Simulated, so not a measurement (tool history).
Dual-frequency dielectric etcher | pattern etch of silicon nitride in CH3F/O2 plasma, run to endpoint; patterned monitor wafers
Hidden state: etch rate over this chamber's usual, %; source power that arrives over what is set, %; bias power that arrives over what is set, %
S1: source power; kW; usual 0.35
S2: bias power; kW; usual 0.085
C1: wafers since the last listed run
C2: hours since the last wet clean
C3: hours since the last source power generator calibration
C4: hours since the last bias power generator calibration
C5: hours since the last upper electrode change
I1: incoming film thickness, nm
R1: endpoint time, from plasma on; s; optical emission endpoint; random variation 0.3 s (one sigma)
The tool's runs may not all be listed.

run   hour    S1     S2   C1     C2      C3      C4      C5    I1    R1
  1      0  0.35  0.076    0  221.4  2290.4  4290.4  2003.4    88    93
  2    9.7  0.35  0.076   76  231.1  2300.1  4300.1  2013.1  87.6  92.5
  3   18.8  0.35  0.085   72  240.2  2309.2  4309.2  2022.2  87.7  89.1
  4   30.5  0.35  0.085   92  251.9  2320.9  4320.9  2033.9  86.4  87.6
  5   38.4  0.35  0.085   62  259.8  2328.8  4328.8  2041.8  87.2  88.7
  6   53.6  0.35  0.085  120    275    2344    4344    2057  86.4  87.9
  7   66.1  0.35  0.085   98  287.5  2356.5  4356.5  2069.5  86.2  87.5
  8   72.9  0.35  0.085   53  294.3  2363.3  4363.3  2076.3  87.1  88.6
       102  -- source power generator calibrated
       105  -- upper electrode replaced
  9  105.5  0.31  0.073  203  326.9     3.5  4395.9     0.5  86.7    96
 10  105.8  0.31  0.073    2  327.2     3.8  4396.2     0.8  87.3  96.6
 11  108.8  0.35  0.085   23  330.2     6.8  4399.2     3.8  86.9  87.2
 12  125.9  0.35  0.085  135  347.3    23.9  4416.3    20.9  86.1  86.6
 13  138.1  0.41  0.085   96  359.5    36.1  4428.5    33.1  87.2  82.9
     142.5  -- bias power generator calibrated
 14  150.6  0.31  0.099   67    372    48.6     8.1    45.6  86.9    86
 15  160.8  0.35  0.085   80  382.2    58.8    18.3    55.8  86.7  87.1
 16  177.5  0.43    0.1  132  398.9    75.5      35    72.5  87.7  77.3
 17  191.6  0.43  0.094  111    413    89.6    49.1    86.6  87.8  79.4
 18  209.5  0.31  0.094  141  430.9   107.5      67   104.5    87    87
     239.8  -- wet clean of the chamber
 19  240.3  0.35    0.1   53    0.5   138.3    97.8   135.3  87.6  86.2
 20  240.6  0.35  0.085    2    0.8   138.6    98.1   135.6  86.5    90
 21  246.9  0.35  0.085   49    7.1   144.9   104.4   141.9    87  90.6
 22  287.2  0.35  0.079  319   47.4   185.2   144.7   182.2  87.2    93
 23  301.7  0.41  0.093  114   61.9   199.7   159.2   196.7  86.7  82.9
 24  308.7  0.35  0.085   55   68.9   206.7   166.2   203.7  86.7  89.9

4 ways to go on from here, each from the tool as it stands after run 24. What would each give?
  A  309.2  0.35  0.078   3  69.4  207.2  166.7  204.2  87.3   ?
  B  309.2  0.43  0.079   3  69.4  207.2  166.7  204.2  87.3   ?
  C  309.2  0.33  0.098   3  69.4  207.2  166.7  204.2  87.3   ?
  D  309.2  0.35  0.095   3  69.4  207.2  166.7  204.2  87.3   ?

run    R1
  A  93.9
  B  87.2
  C  88.3
  D  87.6
Without the tool's hidden state the same runs would have given:
run    R1
  A  94.7
  B    88
  C  89.1
  D  88.4

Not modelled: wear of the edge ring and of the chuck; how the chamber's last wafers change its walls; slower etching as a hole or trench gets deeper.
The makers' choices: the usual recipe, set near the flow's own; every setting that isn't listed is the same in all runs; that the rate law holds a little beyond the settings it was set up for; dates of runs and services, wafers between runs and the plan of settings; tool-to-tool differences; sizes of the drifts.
